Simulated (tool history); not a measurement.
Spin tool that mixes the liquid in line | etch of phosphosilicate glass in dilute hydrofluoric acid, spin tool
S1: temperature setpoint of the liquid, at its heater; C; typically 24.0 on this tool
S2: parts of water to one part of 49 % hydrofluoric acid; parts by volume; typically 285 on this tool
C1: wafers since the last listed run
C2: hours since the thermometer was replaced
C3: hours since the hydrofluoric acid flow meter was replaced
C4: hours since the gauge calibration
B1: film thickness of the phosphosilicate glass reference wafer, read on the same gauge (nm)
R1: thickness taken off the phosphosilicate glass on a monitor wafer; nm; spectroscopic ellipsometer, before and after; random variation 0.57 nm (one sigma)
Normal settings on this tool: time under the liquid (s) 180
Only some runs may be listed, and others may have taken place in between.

Run 1, hour 0.0: usual settings but time under the liquid (s) 220; C1 0; C2 275.4; C3 66.4; C4 663.0; B1 80.02. Result: R1 74.61 nm.
Run 2, hour 66.2: usual settings; C1 503; C2 341.6; C3 132.6; C4 729.2; B1 79.98. Result: R1 60.54 nm.
Run 3, hour 160.0: usual settings; C1 713; C2 435.4; C3 226.4; C4 823.0; B1 79.99. Result: R1 60.81 nm.
Run 4, hour 255.7: usual settings but S1 22.5 C, time under the liquid (s) 215; C1 727; C2 531.1; C3 322.1; C4 918.7; B1 80.03. Result: R1 67.43 nm.
Run 5, hour 346.9: usual settings but S2 380 parts by volume; C1 693; C2 622.3; C3 413.3; C4 1009.9; B1 79.97. Result: R1 40.40 nm.
Run 6, hour 407.4: usual settings but S2 380 parts by volume; C1 459; C2 682.8; C3 473.8; C4 1070.4; B1 80.00. Result: R1 40.81 nm.
Run 7, hour 594.4: usual settings; C1 1421; C2 869.8; C3 660.8; C4 1257.4; B1 79.95. Result: R1 59.10 nm.
At hour 611.1: thermometer replaced.
Run 8, hour 640.5: usual settings; C1 342; C2 29.4; C3 706.9; C4 1303.5; B1 80.01. Result: R1 56.62 nm.
Run 9, hour 691.5: usual settings but S1 26.0 C; C1 387; C2 80.4; C3 757.9; C4 1354.5; B1 79.99. Result: R1 59.65 nm.
Run 10, hour 748.9: usual settings; C1 436; C2 137.8; C3 815.3; C4 1411.9; B1 79.99. Result: R1 55.59 nm.
At hour 786.8: gauge calibrated.
Run 11, hour 841.1: usual settings but time under the liquid (s) 120; C1 700; C2 230.0; C3 907.5; C4 54.3; B1 79.99. Result: R1 37.28 nm.
Run 12, hour 906.4: usual settings but time under the liquid (s) 120; C1 496; C2 295.3; C3 972.8; C4 119.6; B1 79.95. Result: R1 37.41 nm.
Run 13, hour 978.7: usual settings but S2 200 parts by volume; C1 549; C2 367.6; C3 1045.1; C4 191.9; B1 80.00. Result: R1 88.24 nm.
At hour 1023.7: hydrofluoric acid flow meter replaced.
Run 14, hour 1071.4: usual settings but S2 340 parts by volume; C1 697; C2 460.3; C3 47.7; C4 284.6; B1 79.96. Result: R1 48.93 nm.
Run 15, hour 1138.0: usual settings but S2 220 parts by volume, time under the liquid (s) 140; C1 506; C2 526.9; C3 114.3; C4 351.2; B1 80.02. Result: R1 65.43 nm.
Run 16, hour 1222.8: usual settings; C1 644; C2 611.7; C3 199.1; C4 436.0; B1 80.04. Result: R1 60.47 nm.
Run 17, hour 1293.9: usual settings but time under the liquid (s) 255; C1 540; C2 682.8; C3 270.2; C4 507.1; B1 79.99. Result: R1 86.49 nm.
Run 18, hour 1397.1: usual settings; C1 784; C2 786.0; C3 373.4; C4 610.3; B1 79.98. Result: R1 60.50 nm.
Run 19, hour 1480.9: usual settings but S1 22.0 C, S2 330 parts by volume; C1 637; C2 869.8; C3 457.2; C4 694.1; B1 80.05. Result: R1 46.36 nm.
Run 20, hour 1550.2: usual settings but S1 27.0 C, S2 425 parts by volume, time under the liquid (s) 220; C1 526; C2 939.1; C3 526.5; C4 763.4; B1 80.02. Result: R1 47.17 nm.
Run 21, hour 1595.8: usual settings; C1 346; C2 984.7; C3 572.1; C4 809.0; B1 79.98. Result: R1 60.47 nm.
At hour 1672.0: thermometer replaced.
Run 22, hour 1683.7: usual settings but S2 335 parts by volume; C1 660; C2 11.7; C3 660.0; C4 896.9; B1 80.06. Result: R1 45.76 nm.
Run 23, hour 1730.0: usual settings but S2 340 parts by volume; C1 352; C2 58.0; C3 706.3; C4 943.2; B1 80.00. Result: R1 44.91 nm.
Run 24, hour 1776.2: usual settings but S2 355 parts by volume, time under the liquid (s) 280; C1 351; C2 104.2; C3 752.5; C4 989.4; B1 79.99. Result: R1 64.71 nm.

Below, each run's measurement less what the same run would have read without the hidden state. Both values contain the same run-to-run variation, but the gauge's scatter may not be the same in both:
Unlogged tool condition in this case: liquid hotter than its thermometer reads (K); hydrofluoric acid flow below the setpoint (%); gauge reads high (%).
run     R1
  1  +0.62
  2  +0.34
  3  +0.12
  4  -0.07
  5  -0.40
  6  -0.53
  7  -0.98
  8  -4.02
  9  -4.44
 10  -4.25
 11  -3.02
 12  -3.14
 13  -7.10
 14  +0.91
 15  +1.25
 16  +0.83
 17  +0.93
 18  +0.41
 19  +0.10
 20  -0.54
 21  -0.13
 22  -3.01
 23  -3.09
 24  -4.65
